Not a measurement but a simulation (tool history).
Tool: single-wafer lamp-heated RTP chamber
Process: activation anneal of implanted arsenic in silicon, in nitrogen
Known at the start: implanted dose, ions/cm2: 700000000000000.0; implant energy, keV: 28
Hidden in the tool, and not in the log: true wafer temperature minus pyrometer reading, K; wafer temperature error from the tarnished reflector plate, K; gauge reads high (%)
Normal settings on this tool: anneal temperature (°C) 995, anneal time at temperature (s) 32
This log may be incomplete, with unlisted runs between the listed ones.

run      day  anneal temperature (°C)  anneal time at temperature (s)  wafers since the last listed run  wafers since the last pyrometer calibration  wafers since the reflector plate was cleaned  hours since the gauge calibration  read-back reference wafer on the same gauge, sheet resistance  sheet resistance of the implanted and annealed layer (ohm/square)
  1    0.000                      995                              32                                 0                                         4339                                         12839                             1907.8                                                         155.33                                                             140.39
       1.558  -- pyrometer window cleaned and pyrometer calibrated
       3.892  -- reflector plate cleaned
  2    4.104                      995                              32                               802                                          516                                            49                             2006.3                                                         155.35                                                             141.90
  3    8.046                      995                              32                               919                                         1436                                           969                             2100.9                                                         154.91                                                             140.83
  4   12.262                      995                              32                               983                                         2420                                          1952                             2202.1                                                         154.67                                                             139.52
  5   16.550                      995                              32                              1000                                         3420                                          2953                             2305.0                                                         154.61                                                             140.75
  6   20.562                      995                              32                               936                                         4356                                          3889                             2401.3                                                         154.10                                                             140.70
  7   22.704                     1018                              41                               499                                         4856                                          4389                             2452.7                                                         153.77                                                             137.79
      24.958  -- pyrometer window cleaned and pyrometer calibrated
  8   25.038                     1018                              41                               466                                           18                                          4856                             2508.7                                                         153.84                                                             137.37
  9   34.104                     1018                              41                              2115                                         2134                                          6971                             2726.3                                                         153.22                                                             135.52
 10   35.792                      982                              32                               393                                         2527                                          7365                             2766.8                                                         153.11                                                             141.97
 11   37.858                      995                              32                               482                                         3010                                          7847                             2816.4                                                         152.78                                                             139.53
 12   42.096                      995                              32                               988                                         3998                                          8836                             2918.1                                                         152.63                                                             138.70
      43.850  -- pyrometer window cleaned and pyrometer calibrated
 13   46.488                      995                              22                               946                                          615                                          9783                             3023.5                                                         152.08                                                             140.63
 14   50.125                      995                              32                               848                                         1463                                         10632                             3110.8                                                         151.70                                                             137.97
 15   52.567                     1009                              51                               569                                         2033                                         11201                             3169.4                                                         151.77                                                             134.34
 16   56.888                     1007                              48                              1008                                         3041                                         12210                             3273.1                                                         151.16                                                             134.29
      59.800  -- gauge calibrated
 17   61.329                     1005                              51                              1036                                         4078                                         13246                               36.7                                                         157.07                                                             139.51
 18   63.317                      995                              32                               463                                         4541                                         13710                               84.4                                                         156.96                                                             143.03
 19   64.992                      995                              49                               390                                         4932                                         14101                              124.6                                                         157.02                                                             141.32
      65.642  -- pyrometer window cleaned and pyrometer calibrated
      72.292  -- reflector plate cleaned
 20   76.267                      995                              32                              2475                                         2401                                           927                              395.2                                                         156.80                                                             142.95
 21   79.425                      995                              32                               736                                         3138                                          1664                              471.0                                                         156.80                                                             142.47
 22   81.217                     1015                              47                               418                                         3556                                          2082                              514.0                                                         157.13                                                             138.69
 23   86.250                      995                              43                              1174                                         4730                                          3257                              634.8                                                         156.81                                                             141.10
      89.238  -- pyrometer window cleaned and pyrometer calibrated
 24   99.108                     1003                              27                              2922                                         2303                                          6179                              943.4                                                         156.50                                                             142.31
 25  101.925                      981                              20                               657                                         2960                                          6836                             1011.0                                                         156.58                                                             145.86
 26  103.475                      995                              32                               361                                         3322                                          7198                             1048.2                                                         156.47                                                             142.36

Alternative continuations, all from the tool just after run 26; predict every row:
  A  103.492                      995                              24                                 3                                         3326                                          7202                             1048.6                                                              ?                                                                  ?
  B  103.492                      987                              21                                 3                                         3326                                          7202                             1048.6                                                              ?                                                                  ?
  C  103.492                     1019                              19                                 3                                         3326                                          7202                             1048.6                                                              ?                                                                  ?
  D  103.492                     1023                              40                                 3                                         3326                                          7202                             1048.6                                                              ?                                                                  ?
  E  103.492                     1006                              27                                 3                                         3326                                          7202                             1048.6                                                              ?                                                                  ?

run  read-back reference wafer on the same gauge, sheet resistance  sheet resistance of the implanted and annealed layer (ohm/square)
  A                                                         156.43                                                             144.17
  B                                                         156.43                                                             145.75
  C                                                         156.43                                                             142.72
  D                                                         156.43                                                             138.86
  E                                                         156.43                                                             142.46
With no hidden state in the tool, these same runs would have given:
run  sheet resistance of the implanted and annealed layer (ohm/square)
  A                                                             144.78
  B                                                             146.37
  C                                                             143.32
  D                                                             139.44
  E                                                             143.07

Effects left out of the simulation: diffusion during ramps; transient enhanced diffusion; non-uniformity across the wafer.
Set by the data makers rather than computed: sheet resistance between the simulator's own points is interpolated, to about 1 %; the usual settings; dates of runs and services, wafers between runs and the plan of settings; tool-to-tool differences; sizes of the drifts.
